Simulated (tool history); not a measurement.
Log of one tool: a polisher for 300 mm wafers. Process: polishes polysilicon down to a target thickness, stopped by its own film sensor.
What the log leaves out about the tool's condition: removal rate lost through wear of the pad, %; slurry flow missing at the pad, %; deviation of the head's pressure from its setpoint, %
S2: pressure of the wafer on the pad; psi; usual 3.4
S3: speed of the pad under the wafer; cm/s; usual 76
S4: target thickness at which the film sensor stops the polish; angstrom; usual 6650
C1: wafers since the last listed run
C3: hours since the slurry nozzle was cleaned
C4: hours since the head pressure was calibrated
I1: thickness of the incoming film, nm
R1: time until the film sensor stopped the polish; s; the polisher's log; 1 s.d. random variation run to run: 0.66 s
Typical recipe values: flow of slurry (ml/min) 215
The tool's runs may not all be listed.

run 1 hour=0.0 | flow_of_slurry_(ml/min)=215 S2=3.4 S3=76 S4=6650 | C1=0 wafers_polished_on_this_pad=3104 C3=518.8 C4=502.0 | I1=1034.9 | R1=59.5
-- hour=8.2 head pressure recalibrated
run 2 hour=26.6 | flow_of_slurry_(ml/min)=215 S2=3.4 S3=76 S4=6650 | C1=220 wafers_polished_on_this_pad=3325 C3=545.4 C4=18.4 | I1=1040.6 | R1=60.0
run 3 hour=83.8 | flow_of_slurry_(ml/min)=215 S2=3.4 S3=76 S4=6650 | C1=513 wafers_polished_on_this_pad=3838 C3=602.6 C4=75.6 | I1=1039.2 | R1=61.7
-- hour=112.4 slurry nozzle cleaned
-- hour=124.7 worn pad replaced by a new one
run 4 hour=142.8 | flow_of_slurry_(ml/min)=175 S2=3.4 S3=76 S4=6650 | C1=484 wafers_polished_on_this_pad=162 C3=30.4 C4=134.6 | I1=1026.3 | R1=55.4
run 5 hour=212.2 | flow_of_slurry_(ml/min)=175 S2=3.4 S3=76 S4=6650 | C1=622 wafers_polished_on_this_pad=785 C3=99.8 C4=204.0 | I1=1045.1 | R1=59.1
run 6 hour=274.6 | flow_of_slurry_(ml/min)=215 S2=3.4 S3=76 S4=6650 | C1=560 wafers_polished_on_this_pad=1345 C3=162.2 C4=266.4 | I1=1028.2 | R1=54.9
run 7 hour=312.3 | flow_of_slurry_(ml/min)=215 S2=3.4 S3=76 S4=6650 | C1=338 wafers_polished_on_this_pad=1684 C3=199.9 C4=304.1 | I1=1040.5 | R1=58.5
run 8 hour=345.5 | flow_of_slurry_(ml/min)=215 S2=3.4 S3=76 S4=6650 | C1=297 wafers_polished_on_this_pad=1982 C3=233.1 C4=337.3 | I1=1030.0 | R1=56.7
run 9 hour=411.2 | flow_of_slurry_(ml/min)=215 S2=3.4 S3=76 S4=6650 | C1=589 wafers_polished_on_this_pad=2571 C3=298.8 C4=403.0 | I1=1051.2 | R1=60.0
-- hour=437.3 head pressure recalibrated
run 10 hour=471.4 | flow_of_slurry_(ml/min)=215 S2=3.4 S3=76 S4=6650 | C1=522 wafers_polished_on_this_pad=3094 C3=359.0 C4=34.1 | I1=1010.2 | R1=54.0
run 11 hour=499.5 | flow_of_slurry_(ml/min)=215 S2=3.4 S3=76 S4=6650 | C1=252 wafers_polished_on_this_pad=3346 C3=387.1 C4=62.2 | I1=1020.0 | R1=56.9
-- hour=554.6 worn pad replaced by a new one, of another model than before
run 12 hour=563.4 | flow_of_slurry_(ml/min)=215 S2=3.4 S3=76 S4=6650 | C1=537 wafers_polished_on_this_pad=78 C3=451.0 C4=126.1 | I1=1023.6 | R1=54.0
run 13 hour=615.4 | flow_of_slurry_(ml/min)=215 S2=3.4 S3=76 S4=6650 | C1=466 wafers_polished_on_this_pad=545 C3=503.0 C4=178.1 | I1=1048.4 | R1=57.8
run 14 hour=645.4 | flow_of_slurry_(ml/min)=215 S2=3.4 S3=76 S4=6650 | C1=269 wafers_polished_on_this_pad=814 C3=533.0 C4=208.1 | I1=1034.2 | R1=57.5
run 15 hour=700.5 | flow_of_slurry_(ml/min)=215 S2=3.4 S3=76 S4=6650 | C1=494 wafers_polished_on_this_pad=1309 C3=588.1 C4=263.2 | I1=1013.9 | R1=53.4
run 16 hour=749.4 | flow_of_slurry_(ml/min)=215 S2=3.4 S3=76 S4=6650 | C1=438 wafers_polished_on_this_pad=1748 C3=637.0 C4=312.1 | I1=1032.4 | R1=57.0
-- hour=761.5 slurry nozzle cleaned
run 17 hour=780.4 | flow_of_slurry_(ml/min)=215 S2=3.4 S3=76 S4=6650 | C1=269 wafers_polished_on_this_pad=2017 C3=18.9 C4=343.1 | I1=1026.6 | R1=55.1
run 18 hour=850.5 | flow_of_slurry_(ml/min)=215 S2=2.8 S3=76 S4=6650 | C1=629 wafers_polished_on_this_pad=2646 C3=89.0 C4=413.2 | I1=1042.0 | R1=66.8
run 19 hour=920.7 | flow_of_slurry_(ml/min)=215 S2=3.4 S3=76 S4=6650 | C1=630 wafers_polished_on_this_pad=3277 C3=159.2 C4=483.4 | I1=1028.6 | R1=59.3
-- hour=944.0 head pressure recalibrated
run 20 hour=1009.0 | flow_of_slurry_(ml/min)=180 S2=3.4 S3=76 S4=7480 | C1=774 wafers_polished_on_this_pad=4051 C3=247.5 C4=65.0 | I1=1020.4 | R1=47.9
-- hour=1029.1 worn pad replaced by a new one
run 21 hour=1140.4 | flow_of_slurry_(ml/min)=250 S2=3.4 S3=76 S4=5820 | C1=1143 wafers_polished_on_this_pad=998 C3=378.9 C4=196.4 | I1=1011.5 | R1=63.0
run 22 hour=1168.2 | flow_of_slurry_(ml/min)=215 S2=3.4 S3=76 S4=6650 | C1=249 wafers_polished_on_this_pad=1248 C3=406.7 C4=224.2 | I1=1025.5 | R1=53.5
run 23 hour=1200.7 | flow_of_slurry_(ml/min)=215 S2=3.4 S3=76 S4=6650 | C1=291 wafers_polished_on_this_pad=1539 C3=439.2 C4=256.7 | I1=1040.1 | R1=56.5
run 24 hour=1253.6 | flow_of_slurry_(ml/min)=185 S2=4.5 S3=76 S4=5720 | C1=474 wafers_polished_on_this_pad=2014 C3=492.1 C4=309.6 | I1=1021.6 | R1=58.7
-- hour=1307.7 slurry nozzle cleaned
run 25 hour=1310.8 | flow_of_slurry_(ml/min)=245 S2=3.9 S3=76 S4=6650 | C1=504 wafers_polished_on_this_pad=2519 C3=3.1 C4=366.8 | I1=1030.0 | R1=51.4
-- hour=1351.1 head pressure recalibrated
run 26 hour=1371.0 | flow_of_slurry_(ml/min)=270 S2=3.4 S3=62 S4=5980 | C1=522 wafers_polished_on_this_pad=3041 C3=63.3 C4=19.9 | I1=1033.6 | R1=73.8
-- hour=1496.2 worn pad replaced by a new one
run 27 hour=1518.0 | flow_of_slurry_(ml/min)=215 S2=3.4 S3=76 S4=6650 | C1=1283 wafers_polished_on_this_pad=195 C3=210.3 C4=166.9 | I1=1019.4 | R1=51.8
run 28 hour=1579.1 | flow_of_slurry_(ml/min)=140 S2=3.4 S3=76 S4=5640 | C1=548 wafers_polished_on_this_pad=743 C3=271.4 C4=228.0 | I1=1020.8 | R1=75.7
run 29 hour=1627.4 | flow_of_slurry_(ml/min)=145 S2=3.4 S3=76 S4=5740 | C1=433 wafers_polished_on_this_pad=1177 C3=319.7 C4=276.3 | I1=1023.5 | R1=75.9
run 30 hour=1655.4 | flow_of_slurry_(ml/min)=180 S2=3.4 S3=58 S4=6650 | C1=251 wafers_polished_on_this_pad=1428 C3=347.7 C4=304.3 | I1=1043.0 | R1=68.1
run 31 hour=1702.8 | flow_of_slurry_(ml/min)=215 S2=3.4 S3=62 S4=6650 | C1=425 wafers_polished_on_this_pad=1854 C3=395.1 C4=351.7 | I1=1021.0 | R1=60.5
run 32 hour=1764.8 | flow_of_slurry_(ml/min)=180 S2=4.2 S3=98 S4=5380 | C1=556 wafers_polished_on_this_pad=2410 C3=457.1 C4=413.7 | I1=1025.4 | R1=59.8
run 33 hour=1807.0 | flow_of_slurry_(ml/min)=215 S2=3.4 S3=76 S4=6650 | C1=378 wafers_polished_on_this_pad=2789 C3=499.3 C4=455.9 | I1=1042.1 | R1=59.4
-- hour=1814.0 head pressure recalibrated
-- hour=1901.9 worn pad replaced by a new one
-- hour=1975.9 slurry nozzle cleaned
run 34 hour=1994.1 | flow_of_slurry_(ml/min)=215 S2=4.2 S3=76 S4=5480 | C1=1616 wafers_polished_on_this_pad=818 C3=18.2 C4=180.1 | I1=1019.0 | R1=62.6
run 35 hour=2080.7 | flow_of_slurry_(ml/min)=160 S2=3.9 S3=94 S4=5920 | C1=777 wafers_polished_on_this_pad=1595 C3=104.8 C4=266.7 | I1=1034.1 | R1=59.1
run 36 hour=2114.0 | flow_of_slurry_(ml/min)=215 S2=3.8 S3=76 S4=6300 | C1=298 wafers_polished_on_this_pad=1894 C3=138.1 C4=300.0 | I1=1026.9 | R1=57.9
run 37 hour=2141.9 | flow_of_slurry_(ml/min)=245 S2=2.6 S3=66 S4=7050 | C1=250 wafers_polished_on_this_pad=2144 C3=166.0 C4=327.9 | I1=1037.0 | R1=63.7

Selected run-to-run steps in R1, each split into two signed amounts: the part the tool would show with no hidden state at all (from settings, incoming material and random variation), and the remainder, which goes to the hidden state together with any gauge scatter not common to the measured and the hidden-state-free results:
Run 3 -> 4: flow of slurry (ml/min) 215 -> 175, slurry nozzle cleaned, worn pad replaced by a new one. R1 -6.3 s: hidden state -5.2, all else -1.1.
Run 20 -> 21: flow of slurry (ml/min) 180 -> 250, S4 7480 -> 5820, worn pad replaced by a new one. R1 +15.1 s: hidden state -4.9, all else +20.0.
Run 25 -> 26: flow of slurry (ml/min) 245 -> 270, S2 3.9 -> 3.4, S3 76 -> 62, S4 6650 -> 5980, head pressure recalibrated. R1 +22.4 s: hidden state +2.3, all else +20.1.
Run 26 -> 27: flow of slurry (ml/min) 270 -> 215, S3 62 -> 76, S4 5980 -> 6650, worn pad replaced by a new one. R1 -22.0 s: hidden state -4.5, all else -17.5.
Run 27 -> 28: flow of slurry (ml/min) 215 -> 140, S4 6650 -> 5640. R1 +23.9 s: hidden state +0.3, all else +23.6.
